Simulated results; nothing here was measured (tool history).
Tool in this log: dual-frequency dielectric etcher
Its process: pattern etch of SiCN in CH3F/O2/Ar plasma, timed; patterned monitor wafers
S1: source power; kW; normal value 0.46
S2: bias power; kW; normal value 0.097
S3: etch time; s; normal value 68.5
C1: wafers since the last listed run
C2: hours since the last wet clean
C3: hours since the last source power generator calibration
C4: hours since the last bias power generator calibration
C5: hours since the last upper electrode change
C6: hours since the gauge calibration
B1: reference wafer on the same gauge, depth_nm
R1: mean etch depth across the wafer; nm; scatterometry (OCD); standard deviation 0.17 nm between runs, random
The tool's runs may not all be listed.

| run | day | S1 | S2 | S3 | C1 | C2 | C3 | C4 | C5 | C6 | B1 | R1 |
|---|---|---|---|---|---|---|---|---|---|---|---|---|
| 1 | 0 | 0.46 | 0.097 | 60.5 | 0 | 246.5 | 3199.3 | 1624.1 | 3121.2 | 122.6 | 27.39 | 24.79 |
| 2 | 2.333 | 0.46 | 0.097 | 60.5 | 690 | 302.5 | 3255.3 | 1680.1 | 3177.2 | 178.6 | 27.39 | 24.76 |
| 3 | 3.896 | 0.46 | 0.097 | 63.5 | 462 | 340 | 3292.8 | 1717.6 | 3214.7 | 216.1 | 27.37 | 26.1 |
| 4 | 6.325 | 0.46 | 0.097 | 68.5 | 718 | 398.3 | 3351.1 | 1775.9 | 3273 | 274.4 | 27.4 | 27.81 |
| 5 | 8.95 | 0.46 | 0.097 | 68.5 | 776 | 461.3 | 3414.1 | 1838.9 | 3336 | 337.4 | 27.39 | 27.23 |
|  | 10.604 | wet clean of the chamber |
| 6 | 11.138 | 0.46 | 0.086 | 68.5 | 351 | 12.8 | 3466.6 | 1891.4 | 3388.5 | 389.9 | 27.37 | 28.59 |
| 7 | 12.208 | 0.46 | 0.097 | 68.5 | 316 | 38.5 | 3492.3 | 1917.1 | 3414.2 | 415.6 | 27.37 | 29.47 |
| 8 | 13.375 | 0.46 | 0.097 | 68.5 | 345 | 66.5 | 3520.3 | 1945.1 | 3442.2 | 443.6 | 27.45 | 29.18 |
| 9 | 15.433 | 0.46 | 0.097 | 68.5 | 609 | 115.9 | 3569.7 | 1994.5 | 3491.6 | 493 | 27.4 | 29.13 |
| 10 | 18.308 | 0.46 | 0.097 | 68.5 | 850 | 184.9 | 3638.7 | 2063.5 | 3560.6 | 562 | 27.4 | 28.84 |
|  | 18.367 | gauge calibrated |
| 11 | 20.742 | 0.55 | 0.081 | 86 | 720 | 243.3 | 3697.1 | 2121.9 | 3619 | 57 | 27.42 | 37.71 |
|  | 23.654 | source power generator calibrated |
|  | 25.546 | upper electrode replaced |
| 12 | 26.504 | 0.56 | 0.077 | 51.5 | 1360 | 381.6 | 68.4 | 2260.2 | 23 | 195.3 | 27.47 | 21.87 |
| 13 | 28.071 | 0.55 | 0.081 | 86 | 463 | 419.2 | 106 | 2297.8 | 60.6 | 232.9 | 27.36 | 36.19 |
|  | 31.2 | wet clean of the chamber |
| 14 | 31.221 | 0.36 | 0.089 | 51.5 | 636 | 0.5 | 181.6 | 2373.4 | 136.2 | 308.5 | 27.38 | 19.39 |
| 15 | 32.733 | 0.51 | 0.106 | 68.5 | 447 | 36.8 | 217.9 | 2409.7 | 172.5 | 344.8 | 27.43 | 30.95 |
|  | 36.212 | bias power generator calibrated |
| 16 | 40.321 | 0.55 | 0.097 | 68.5 | 2196 | 218.9 | 400 | 98.6 | 354.6 | 526.9 | 27.37 | 30.59 |
|  | 41.083 | gauge calibrated |
| 17 | 41.988 | 0.46 | 0.097 | 68.5 | 493 | 258.9 | 440 | 138.6 | 394.6 | 21.7 | 27.38 | 28.32 |
| 18 | 43.938 | 0.46 | 0.118 | 56 | 577 | 305.7 | 486.8 | 185.4 | 441.4 | 68.5 | 27.43 | 24.07 |
| 19 | 45.5 | 0.46 | 0.074 | 56 | 462 | 343.2 | 524.3 | 222.9 | 478.9 | 106 | 27.35 | 21.51 |
| 20 | 46.812 | 0.46 | 0.097 | 60.5 | 388 | 374.7 | 555.8 | 254.4 | 510.4 | 137.5 | 27.38 | 24.67 |

Here are 3 independent what-if runs from the current tool condition. What would each one return?
| A | 46.829 | 0.46 | 0.097 | 68.5 | 4 | 375.1 | 556.2 | 254.8 | 510.8 | 137.9 | ? | ? |
| B | 46.829 | 0.39 | 0.078 | 79 | 4 | 375.1 | 556.2 | 254.8 | 510.8 | 137.9 | ? | ? |
| C | 46.829 | 0.5 | 0.115 | 78 | 4 | 375.1 | 556.2 | 254.8 | 510.8 | 137.9 | ? | ? |

| run | B1 | R1 |
|---|---|---|
| A | 27.37 | 27.8 |
| B | 27.37 | 28.31 |
| C | 27.37 | 34.22 |
What these runs would have given with no unlogged condition in the tool:
| run | R1 |
|---|---|
| A | 28.97 |
| B | 29.51 |
| C | 35.67 |
